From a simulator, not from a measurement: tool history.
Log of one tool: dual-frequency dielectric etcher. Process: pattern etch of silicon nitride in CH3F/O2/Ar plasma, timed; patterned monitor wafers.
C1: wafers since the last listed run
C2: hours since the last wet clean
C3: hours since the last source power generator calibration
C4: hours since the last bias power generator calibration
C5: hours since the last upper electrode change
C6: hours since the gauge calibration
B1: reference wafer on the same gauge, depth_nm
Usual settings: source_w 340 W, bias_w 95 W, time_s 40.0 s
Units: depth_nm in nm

{"run": 1, "day": 0.0, "source_w": 340, "bias_w": 95, "time_s": 40.0, "C1": 0, "C2": 172.4, "C3": 3123.2, "C4": 2270.3, "C5": 4360.4, "C6": 883.7, "B1": 38.82, "depth_nm": 32.21}
{"run": 2, "day": 0.908, "source_w": 340, "bias_w": 95, "time_s": 40.0, "C1": 306, "C2": 194.2, "C3": 3145.0, "C4": 2292.1, "C5": 4382.2, "C6": 905.5, "B1": 38.79, "depth_nm": 32.56}
{"run": 3, "day": 1.912, "source_w": 340, "bias_w": 95, "time_s": 40.0, "C1": 338, "C2": 218.3, "C3": 3169.1, "C4": 2316.2, "C5": 4406.3, "C6": 929.6, "B1": 38.78, "depth_nm": 32.36}
{"run": 4, "day": 3.267, "source_w": 340, "bias_w": 95, "time_s": 40.0, "C1": 456, "C2": 250.8, "C3": 3201.6, "C4": 2348.7, "C5": 4438.8, "C6": 962.1, "B1": 38.8, "depth_nm": 32.62}
{"run": 5, "day": 3.854, "source_w": 300, "bias_w": 95, "time_s": 45.5, "C1": 198, "C2": 264.9, "C3": 3215.7, "C4": 2362.8, "C5": 4452.9, "C6": 976.2, "B1": 38.8, "depth_nm": 35.77}
{"run": 6, "day": 4.454, "source_w": 300, "bias_w": 95, "time_s": 45.5, "C1": 202, "C2": 279.3, "C3": 3230.1, "C4": 2377.2, "C5": 4467.3, "C6": 990.6, "B1": 38.8, "depth_nm": 35.9}
{"day": 5.404, "done": "gauge calibrated"}
{"day": 5.421, "done": "bias power generator calibrated"}
{"run": 7, "day": 5.583, "source_w": 300, "bias_w": 95, "time_s": 45.5, "C1": 324, "C2": 306.4, "C3": 3257.2, "C4": 3.9, "C5": 4494.4, "C6": 4.3, "B1": 38.81, "depth_nm": 35.87}
{"run": 8, "day": 6.125, "source_w": 340, "bias_w": 95, "time_s": 40.0, "C1": 182, "C2": 319.4, "C3": 3270.2, "C4": 16.9, "C5": 4507.4, "C6": 17.3, "B1": 38.8, "depth_nm": 32.36}
{"day": 7.046, "done": "source power generator calibrated"}
{"day": 8.05, "done": "wet clean of the chamber"}
{"run": 9, "day": 8.071, "source_w": 340, "bias_w": 95, "time_s": 40.0, "C1": 262, "C2": 0.5, "C3": 24.6, "C4": 63.6, "C5": 4554.1, "C6": 64.0, "B1": 38.81, "depth_nm": 32.32}
{"run": 10, "day": 8.421, "source_w": 390, "bias_w": 101, "time_s": 40.0, "C1": 118, "C2": 8.9, "C3": 33.0, "C4": 72.0, "C5": 4562.5, "C6": 72.4, "B1": 38.82, "depth_nm": 34.3}
{"run": 11, "day": 9.117, "source_w": 420, "bias_w": 89, "time_s": 40.0, "C1": 234, "C2": 25.6, "C3": 49.7, "C4": 88.7, "C5": 4579.2, "C6": 89.1, "B1": 38.79, "depth_nm": 33.27}
{"run": 12, "day": 9.662, "source_w": 340, "bias_w": 95, "time_s": 48.0, "C1": 184, "C2": 38.7, "C3": 62.8, "C4": 101.8, "C5": 4592.3, "C6": 102.2, "B1": 38.8, "depth_nm": 38.69}
{"day": 11.688, "done": "upper electrode replaced"}
{"run": 13, "day": 11.708, "source_w": 340, "bias_w": 95, "time_s": 52.0, "C1": 352, "C2": 87.8, "C3": 111.9, "C4": 150.9, "C5": 0.5, "C6": 151.3, "B1": 38.82, "depth_nm": 42.03}
{"run": 14, "day": 12.742, "source_w": 340, "bias_w": 104, "time_s": 40.0, "C1": 348, "C2": 112.6, "C3": 136.7, "C4": 175.7, "C5": 25.3, "C6": 176.1, "B1": 38.82, "depth_nm": 33.51}
{"run": 15, "day": 14.092, "source_w": 340, "bias_w": 95, "time_s": 40.0, "C1": 455, "C2": 145.0, "C3": 169.1, "C4": 208.1, "C5": 57.7, "C6": 208.5, "B1": 38.82, "depth_nm": 32.4}
{"run": 16, "day": 15.417, "source_w": 300, "bias_w": 84, "time_s": 31.5, "C1": 447, "C2": 176.8, "C3": 200.9, "C4": 239.9, "C5": 89.5, "C6": 240.3, "B1": 38.8, "depth_nm": 23.87}
{"run": 17, "day": 18.688, "source_w": 390, "bias_w": 95, "time_s": 35.5, "C1": 1103, "C2": 255.3, "C3": 279.4, "C4": 318.4, "C5": 168.0, "C6": 318.8, "B1": 38.81, "depth_nm": 29.67}
{"run": 18, "day": 19.275, "source_w": 290, "bias_w": 95, "time_s": 36.0, "C1": 198, "C2": 269.4, "C3": 293.5, "C4": 332.5, "C5": 182.1, "C6": 332.9, "B1": 38.82, "depth_nm": 28.18}
{"run": 19, "day": 20.138, "source_w": 290, "bias_w": 106, "time_s": 29.0, "C1": 291, "C2": 290.1, "C3": 314.2, "C4": 353.2, "C5": 202.8, "C6": 353.6, "B1": 38.79, "depth_nm": 23.51}
{"run": 20, "day": 20.775, "source_w": 340, "bias_w": 95, "time_s": 31.0, "C1": 215, "C2": 305.4, "C3": 329.5, "C4": 368.5, "C5": 218.1, "C6": 368.9, "B1": 38.8, "depth_nm": 25.13}
{"run": 21, "day": 22.25, "source_w": 340, "bias_w": 95, "time_s": 50.0, "C1": 497, "C2": 340.8, "C3": 364.9, "C4": 403.9, "C5": 253.5, "C6": 404.3, "B1": 38.81, "depth_nm": 40.45}
{"run": 22, "day": 22.938, "source_w": 340, "bias_w": 79, "time_s": 28.5, "C1": 231, "C2": 357.3, "C3": 381.4, "C4": 420.4, "C5": 270.0, "C6": 420.8, "B1": 38.8, "depth_nm": 21.79}
{"day": 24.038, "done": "wet clean of the chamber"}
{"run": 23, "day": 24.058, "source_w": 300, "bias_w": 103, "time_s": 44.0, "C1": 40, "C2": 0.5, "C3": 408.3, "C4": 447.3, "C5": 296.9, "C6": 447.7, "B1": 38.79, "depth_nm": 35.8}
{"run": 24, "day": 25.342, "source_w": 340, "bias_w": 106, "time_s": 40.0, "C1": 433, "C2": 31.3, "C3": 439.1, "C4": 478.1, "C5": 327.7, "C6": 478.5, "B1": 38.83, "depth_nm": 33.66}
{"run": 25, "day": 26.721, "source_w": 270, "bias_w": 74, "time_s": 28.5, "C1": 465, "C2": 64.4, "C3": 472.2, "C4": 511.2, "C5": 360.8, "C6": 511.6, "B1": 38.8, "depth_nm": 20.31}
{"run": 26, "day": 27.333, "source_w": 390, "bias_w": 95, "time_s": 35.5, "C1": 206, "C2": 79.1, "C3": 486.9, "C4": 525.9, "C5": 375.5, "C6": 526.3, "B1": 38.8, "depth_nm": 29.79}
{"run": 27, "day": 28.008, "source_w": 340, "bias_w": 95, "time_s": 40.0, "C1": 227, "C2": 95.3, "C3": 503.1, "C4": 542.1, "C5": 391.7, "C6": 542.5, "B1": 38.79, "depth_nm": 32.47}
{"run": 28, "day": 29.496, "source_w": 310, "bias_w": 75, "time_s": 49.5, "C1": 501, "C2": 131.0, "C3": 538.8, "C4": 577.8, "C5": 427.4, "C6": 578.2, "B1": 38.8, "depth_nm": 36.52}
{"run": 29, "day": 30.371, "source_w": 340, "bias_w": 109, "time_s": 36.5, "C1": 295, "C2": 152.0, "C3": 559.8, "C4": 598.8, "C5": 448.4, "C6": 599.2, "B1": 38.78, "depth_nm": 30.91}
{"run": 30, "day": 31.804, "source_w": 340, "bias_w": 118, "time_s": 48.5, "C1": 483, "C2": 186.4, "C3": 594.2, "C4": 633.2, "C5": 482.8, "C6": 633.6, "B1": 38.79, "depth_nm": 42.3}
{"run": 31, "day": 33.138, "source_w": 340, "bias_w": 95, "time_s": 40.0, "C1": 449, "C2": 218.4, "C3": 626.2, "C4": 665.2, "C5": 514.8, "C6": 665.6, "B1": 38.79, "depth_nm": 32.28}

What the log doesn't show, run by run:
etch rate over this chamber's usual, %: 0 in every run
source power that arrives over what is set, %: 0 in every run
bias power that arrives over what is set, %: 0 in every run
gauge reads high (%): 0 in every run
